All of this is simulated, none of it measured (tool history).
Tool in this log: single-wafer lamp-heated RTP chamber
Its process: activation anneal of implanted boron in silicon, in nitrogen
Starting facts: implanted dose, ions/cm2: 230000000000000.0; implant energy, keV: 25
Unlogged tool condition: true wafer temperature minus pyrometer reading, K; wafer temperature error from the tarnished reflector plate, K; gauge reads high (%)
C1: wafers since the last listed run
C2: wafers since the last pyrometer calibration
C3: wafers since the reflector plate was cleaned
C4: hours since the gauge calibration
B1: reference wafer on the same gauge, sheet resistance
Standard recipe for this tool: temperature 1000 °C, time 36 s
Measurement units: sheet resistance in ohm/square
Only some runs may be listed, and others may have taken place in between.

run 1 hour=0.0 | temperature=1000 time=36 | C1=0 C2=6082 C3=3367 C4=780.4 | B1=340.10 | sheet_resistance=363.15
run 2 hour=76.6 | temperature=1000 time=36 | C1=1160 C2=7243 C3=4528 C4=857.0 | B1=339.98 | sheet_resistance=362.51
run 3 hour=155.4 | temperature=1000 time=36 | C1=1193 C2=8437 C3=5722 C4=935.8 | B1=340.03 | sheet_resistance=362.76
-- hour=206.1 pyrometer window cleaned and pyrometer calibrated
run 4 hour=261.0 | temperature=1006 time=36 | C1=1478 C2=831 C3=7200 C4=1041.4 | B1=340.02 | sheet_resistance=364.33
run 5 hour=356.4 | temperature=1006 time=36 | C1=1445 C2=2277 C3=8646 C4=1136.8 | B1=340.03 | sheet_resistance=362.81
-- hour=399.2 reflector plate cleaned
run 6 hour=530.7 | temperature=1000 time=36 | C1=2519 C2=4796 C3=1992 C4=1311.1 | B1=339.92 | sheet_resistance=363.03
run 7 hour=580.7 | temperature=1000 time=36 | C1=757 C2=5554 C3=2750 C4=1361.1 | B1=340.10 | sheet_resistance=362.26
run 8 hour=640.7 | temperature=1000 time=36 | C1=909 C2=6463 C3=3659 C4=1421.1 | B1=340.13 | sheet_resistance=363.29
run 9 hour=693.5 | temperature=1014 time=36 | C1=799 C2=7263 C3=4459 C4=1473.9 | B1=339.92 | sheet_resistance=361.78
run 10 hour=772.2 | temperature=1014 time=36 | C1=1192 C2=8455 C3=5652 C4=1552.6 | B1=340.14 | sheet_resistance=360.99
-- hour=802.4 pyrometer window cleaned and pyrometer calibrated
run 11 hour=816.5 | temperature=1000 time=36 | C1=549 C2=214 C3=6202 C4=1596.9 | B1=340.03 | sheet_resistance=364.14
run 12 hour=897.8 | temperature=1000 time=36 | C1=1231 C2=1445 C3=7433 C4=1678.2 | B1=340.07 | sheet_resistance=364.73
run 13 hour=996.9 | temperature=1000 time=36 | C1=1501 C2=2947 C3=8935 C4=1777.3 | B1=339.84 | sheet_resistance=362.84
-- hour=1048.2 reflector plate cleaned
run 14 hour=1093.0 | temperature=1000 time=36 | C1=1334 C2=4282 C3=679 C4=1873.4 | B1=339.90 | sheet_resistance=363.87
run 15 hour=1137.8 | temperature=1000 time=36 | C1=678 C2=4960 C3=1358 C4=1918.2 | B1=339.96 | sheet_resistance=363.40
run 16 hour=1222.5 | temperature=989 time=16 | C1=1283 C2=6244 C3=2641 C4=2002.9 | B1=339.99 | sheet_resistance=368.31
run 17 hour=1268.4 | temperature=1000 time=36 | C1=695 C2=6939 C3=3336 C4=2048.8 | B1=339.89 | sheet_resistance=362.97
run 18 hour=1307.3 | temperature=1019 time=36 | C1=589 C2=7529 C3=3926 C4=2087.7 | B1=339.88 | sheet_resistance=361.75
run 19 hour=1373.1 | temperature=1000 time=36 | C1=996 C2=8526 C3=4923 C4=2153.5 | B1=340.01 | sheet_resistance=362.94
run 20 hour=1453.6 | temperature=981 time=36 | C1=1219 C2=9745 C3=6142 C4=2234.0 | B1=340.00 | sheet_resistance=366.48
-- hour=1512.5 pyrometer window cleaned and pyrometer calibrated
run 21 hour=1527.0 | temperature=1009 time=26 | C1=990 C2=219 C3=7133 C4=2307.4 | B1=340.15 | sheet_resistance=364.01
run 22 hour=1574.2 | temperature=983 time=36 | C1=715 C2=934 C3=7849 C4=2354.6 | B1=340.22 | sheet_resistance=370.54
-- hour=1624.3 reflector plate cleaned
run 23 hour=1648.0 | temperature=983 time=36 | C1=996 C2=1931 C3=359 C4=2428.4 | B1=340.11 | sheet_resistance=368.96
-- hour=1724.2 gauge calibrated
run 24 hour=1735.2 | temperature=1000 time=43 | C1=1321 C2=3252 C3=1680 C4=11.0 | B1=340.12 | sheet_resistance=363.06
run 25 hour=1773.6 | temperature=1000 time=36 | C1=581 C2=3834 C3=2262 C4=49.4 | B1=339.99 | sheet_resistance=364.09
run 26 hour=1869.1 | temperature=1024 time=36 | C1=1446 C2=5281 C3=3709 C4=144.9 | B1=339.97 | sheet_resistance=359.76
run 27 hour=1950.9 | temperature=977 time=43 | C1=1239 C2=6520 C3=4948 C4=226.7 | B1=340.08 | sheet_resistance=368.93
-- hour=2046.2 pyrometer window cleaned and pyrometer calibrated
run 28 hour=2051.3 | temperature=1000 time=36 | C1=1399 C2=76 C3=6348 C4=327.1 | B1=340.01 | sheet_resistance=364.57
run 29 hour=2091.8 | temperature=1000 time=36 | C1=613 C2=690 C3=6962 C4=367.6 | B1=339.97 | sheet_resistance=364.47
run 30 hour=2139.2 | temperature=1023 time=25 | C1=718 C2=1408 C3=7680 C4=415.0 | B1=339.93 | sheet_resistance=361.89
run 31 hour=2223.4 | temperature=1000 time=45 | C1=1275 C2=2684 C3=8956 C4=499.2 | B1=339.92 | sheet_resistance=362.41
-- hour=2247.3 reflector plate cleaned
run 32 hour=2299.9 | temperature=1000 time=19 | C1=1037 C2=3722 C3=796 C4=575.7 | B1=340.04 | sheet_resistance=364.49
run 33 hour=2341.4 | temperature=987 time=48 | C1=628 C2=4351 C3=1425 C4=617.2 | B1=340.00 | sheet_resistance=365.37
run 34 hour=2438.3 | temperature=975 time=22 | C1=1468 C2=5819 C3=2893 C4=714.1 | B1=340.09 | sheet_resistance=374.76
run 35 hour=2522.5 | temperature=1000 time=36 | C1=1275 C2=7094 C3=4169 C4=798.3 | B1=340.01 | sheet_resistance=362.16

Below, each run's measurement less what the same run would have read without the hidden state. Both values contain the same run-to-run variation, but the gauge's scatter may not be the same in both:
run=1 sheet_resistance=-1.98
run=2 sheet_resistance=-2.16
run=3 sheet_resistance=-2.33
run=4 sheet_resistance=-0.20
run=5 sheet_resistance=-0.47
run=6 sheet_resistance=-1.33
run=7 sheet_resistance=-1.49
run=8 sheet_resistance=-1.67
run=9 sheet_resistance=-0.77
run=10 sheet_resistance=-0.86
run=11 sheet_resistance=-0.16
run=12 sheet_resistance=-0.54
run=13 sheet_resistance=-0.93
run=14 sheet_resistance=-1.27
run=15 sheet_resistance=-1.43
run=16 sheet_resistance=-4.46
run=17 sheet_resistance=-1.80
run=18 sheet_resistance=-0.66
run=19 sheet_resistance=-2.07
run=20 sheet_resistance=-6.48
run=21 sheet_resistance=-0.17
run=22 sheet_resistance=-1.17
run=23 sheet_resistance=-1.93
run=24 sheet_resistance=-1.04
run=25 sheet_resistance=-1.24
run=26 sheet_resistance=-0.41
run=27 sheet_resistance=-5.70
run=28 sheet_resistance=-0.10
run=29 sheet_resistance=-0.29
run=30 sheet_resistance=-0.14
run=31 sheet_resistance=-0.77
run=32 sheet_resistance=-1.48
run=33 sheet_resistance=-2.32
run=34 sheet_resistance=-7.36
run=35 sheet_resistance=-1.81

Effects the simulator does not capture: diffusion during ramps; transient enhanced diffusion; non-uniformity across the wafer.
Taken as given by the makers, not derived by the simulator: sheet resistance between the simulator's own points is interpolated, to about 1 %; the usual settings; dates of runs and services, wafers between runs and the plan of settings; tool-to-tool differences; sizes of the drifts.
